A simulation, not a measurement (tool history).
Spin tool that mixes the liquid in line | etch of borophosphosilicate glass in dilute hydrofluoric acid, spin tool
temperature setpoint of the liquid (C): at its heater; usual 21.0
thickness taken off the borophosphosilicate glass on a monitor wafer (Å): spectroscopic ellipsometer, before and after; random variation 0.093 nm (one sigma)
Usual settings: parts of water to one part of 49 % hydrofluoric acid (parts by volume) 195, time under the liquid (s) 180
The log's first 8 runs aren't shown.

run    hour  temperature setpoint of the liquid (C)  parts of water to one part of 49 % hydrofluoric acid (parts by volume)  time under the liquid (s)  wafers since the last listed run  hours since the thermometer was replaced  hours since the hydrofluoric acid flow meter was replaced  hours since the gauge calibration  read-back film thickness of the borophosphosilicate glass reference wafer, read on the same gauge (nm)  thickness taken off the borophosphosilicate glass on a monitor wafer (Å)
      802.6  -- thermometer replaced
  9   849.0                                    21.0                                                                     195                        180                              1076                                      46.4                                                      530.8                             2707.8                                                                                                  150.00                                                                     245.5
 10   885.5                                    21.0                                                                     195                        180                               156                                      82.9                                                      567.3                             2744.3                                                                                                  149.96                                                                     244.9
 11   929.8                                    21.0                                                                     195                        180                               189                                     127.2                                                      611.6                             2788.6                                                                                                  150.00                                                                     243.8
 12   982.0                                    21.0                                                                     195                        180                               223                                     179.4                                                      663.8                             2840.8                                                                                                  150.06                                                                     243.6
 13  1033.6                                    21.0                                                                     215                         95                               220                                     231.0                                                      715.4                             2892.4                                                                                                  150.01                                                                     114.1
     1127.7  -- gauge calibrated
 14  1137.8                                    21.0                                                                     195                        180                               445                                     335.2                                                      819.6                               10.1                                                                                                  150.03                                                                     242.3
 15  1232.1                                    21.0                                                                     195                        180                               403                                     429.5                                                      913.9                              104.4                                                                                                  150.02                                                                     240.5
 16  1281.0                                    21.0                                                                     265                        180                               209                                     478.4                                                      962.8                              153.3                                                                                                  149.99                                                                     165.2
     1335.8  -- hydrofluoric acid flow meter replaced
 17  1378.7                                    24.5                                                                     160                        230                               413                                     576.1                                                       42.9                              251.0                                                                                                  150.01                                                                     462.7
 18  1456.9                                    21.0                                                                     195                        180                               334                                     654.3                                                      121.1                              329.2                                                                                                  149.96                                                                     249.2
 19  1501.2                                    17.0                                                                     245                        180                               189                                     698.6                                                      165.4                              373.5                                                                                                  149.98                                                                     161.3
 20  1537.8                                    23.5                                                                     110                         85                               156                                     735.2                                                      202.0                              410.1                                                                                                  149.98                                                                     250.5
 21  1579.4                                    18.5                                                                     125                        140                               178                                     776.8                                                      243.6                              451.7                                                                                                  149.94                                                                     291.5
 22  1691.9                                    21.0                                                                     130                        180                               481                                     889.3                                                      356.1                              564.2                                                                                                  150.00                                                                     394.1
 23  1774.6                                    23.0                                                                     285                        255                               353                                     972.0                                                      438.8                              646.9                                                                                                  150.05                                                                     233.8
 24  1819.1                                    17.0                                                                     165                        180                               190                                    1016.5                                                      483.3                              691.4                                                                                                  149.98                                                                     252.5
 25  1909.8                                    22.5                                                                     195                        180                               388                                    1107.2                                                      574.0                              782.1                                                                                                  150.00                                                                     253.9
 26  1978.2                                    24.0                                                                     155                        220                               292                                    1175.6                                                      642.4                              850.5                                                                                                  150.04                                                                     432.8
 27  2022.4                                    23.0                                                                     195                        180                               189                                    1219.8                                                      686.6                              894.7                                                                                                  149.98                                                                     259.9
 28  2065.2                                    21.0                                                                     195                        180                               183                                    1262.6                                                      729.4                              937.5                                                                                                  150.00                                                                     240.0
 29  2155.2                                    18.5                                                                     150                        120                               385                                    1352.6                                                      819.4                             1027.5                                                                                                  150.00                                                                     196.8
 30  2250.1                                    23.5                                                                     260                        180                               406                                    1447.5                                                      914.3                             1122.4                                                                                                  150.05                                                                     182.8
     2295.8  -- hydrofluoric acid flow meter replaced
 31  2303.9                                    21.0                                                                     195                        180                               225                                    1501.3                                                        8.1                             1176.2                                                                                                  149.97                                                                     248.7

5 ways to go on from here, each from the tool as it stands after run 31. What would each give?
  A  2304.4                                    21.0                                                                     290                        180                                 2                                    1501.8                                                        8.6                             1176.7                                                                                                       ?                                                                         ?
  B  2304.4                                    22.5                                                                     280                        180                                 2                                    1501.8                                                        8.6                             1176.7                                                                                                       ?                                                                         ?
  C  2304.4                                    22.5                                                                     195                        275                                 2                                    1501.8                                                        8.6                             1176.7                                                                                                       ?                                                                         ?
  D  2304.4                                    21.0                                                                     270                        140                                 2                                    1501.8                                                        8.6                             1176.7                                                                                                       ?                                                                         ?
  E  2304.4                                    24.0                                                                     195                        180                                 2                                    1501.8                                                        8.6                             1176.7                                                                                                       ?                                                                         ?

run  read-back film thickness of the borophosphosilicate glass reference wafer, read on the same gauge (nm)  thickness taken off the borophosphosilicate glass on a monitor wafer (Å)
  A                                                                                                  150.03                                                                     153.9
  B                                                                                                  150.03                                                                     169.9
  C                                                                                                  150.03                                                                     405.5
  D                                                                                                  150.03                                                                     131.0
  E                                                                                                  150.03                                                                     280.8
Without the tool's hidden state the same runs would have given:
run  thickness taken off the borophosphosilicate glass on a monitor wafer (Å)
  A                                                                     156.7
  B                                                                     172.9
  C                                                                     412.9
  D                                                                     133.3
  E                                                                     285.9

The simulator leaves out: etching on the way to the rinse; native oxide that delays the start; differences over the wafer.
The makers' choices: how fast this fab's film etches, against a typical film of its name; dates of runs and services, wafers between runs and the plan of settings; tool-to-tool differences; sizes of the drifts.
